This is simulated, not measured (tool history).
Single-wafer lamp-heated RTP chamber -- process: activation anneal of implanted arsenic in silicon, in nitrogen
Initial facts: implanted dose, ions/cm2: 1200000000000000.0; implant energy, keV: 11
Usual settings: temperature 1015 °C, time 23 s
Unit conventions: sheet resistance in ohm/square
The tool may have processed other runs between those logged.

run,hour,temperature,time,"read-back reference wafer on the same gauge, sheet resistance",sheet resistance
1,0,1015,23,142,118.3
2,68.3,1015,23,141.95,118.6
3,136,1015,23,141.99,118.02
4,232.9,1015,23,142.09,117.09
# hour 257.9: pyrometer window cleaned and pyrometer calibrated
5,301.1,1015,29,141.95,114.77
6,337.7,1015,29,141.98,115.12
7,376.6,1015,23,141.87,118.89
8,426.9,1015,23,141.99,118.3
# hour 472.2: reflector plate cleaned
9,472.7,1015,23,142.04,118.66
10,538.4,1015,23,142.1,118.03
11,591.9,1015,23,142,118.03
12,661.5,1015,23,142.09,117.49
13,714.1,1015,23,141.97,116.95
14,769.3,1015,23,142.02,116.96
# hour 816.1: pyrometer window cleaned and pyrometer calibrated
15,816.6,1015,33,142.1,113.22
16,837.6,1015,23,141.9,120.36
17,863.1,1015,14,142.02,132.54
18,889.7,1015,23,142.04,119.88
19,915.3,986,23,141.9,139.98
20,949.5,1015,23,142.02,119.37
21,984.9,1039,23,142.01,107.28
# hour 998.5: gauge calibrated
22,1022.8,1041,29,141.96,102.76
23,1050.4,1015,19,142.03,122.51
24,1113.1,1004,23,141.89,124.52
25,1141.9,1038,16,141.97,113.58
26,1196.2,1033,23,141.99,109.09
27,1242.6,1015,30,141.98,111.86
# hour 1313.4: pyrometer window cleaned and pyrometer calibrated
28,1314.1,1015,23,141.99,121.68
29,1361,1040,11,142.11,122.18
30,1402.3,1015,23,141.92,119.72
31,1470.3,1015,16,141.98,126.42

What if the next run were any one of these 5? Each begins from the tool's condition after run 31:
A,1470.7,990,23,?,?
B,1470.7,1026,29,?,?
C,1470.7,1023,23,?,?
D,1470.7,987,11,?,?
E,1470.7,1015,13,?,?

run,"read-back reference wafer on the same gauge, sheet resistance",sheet resistance
A,142.1,135.92
B,142.1,108.53
C,142.1,114.41
D,142.1,154.96
E,142.1,131.95
With no hidden state in the tool, these same runs would have given:
run,sheet resistance
A,139.8
B,110.79
C,117.09
D,158.43
E,135.35
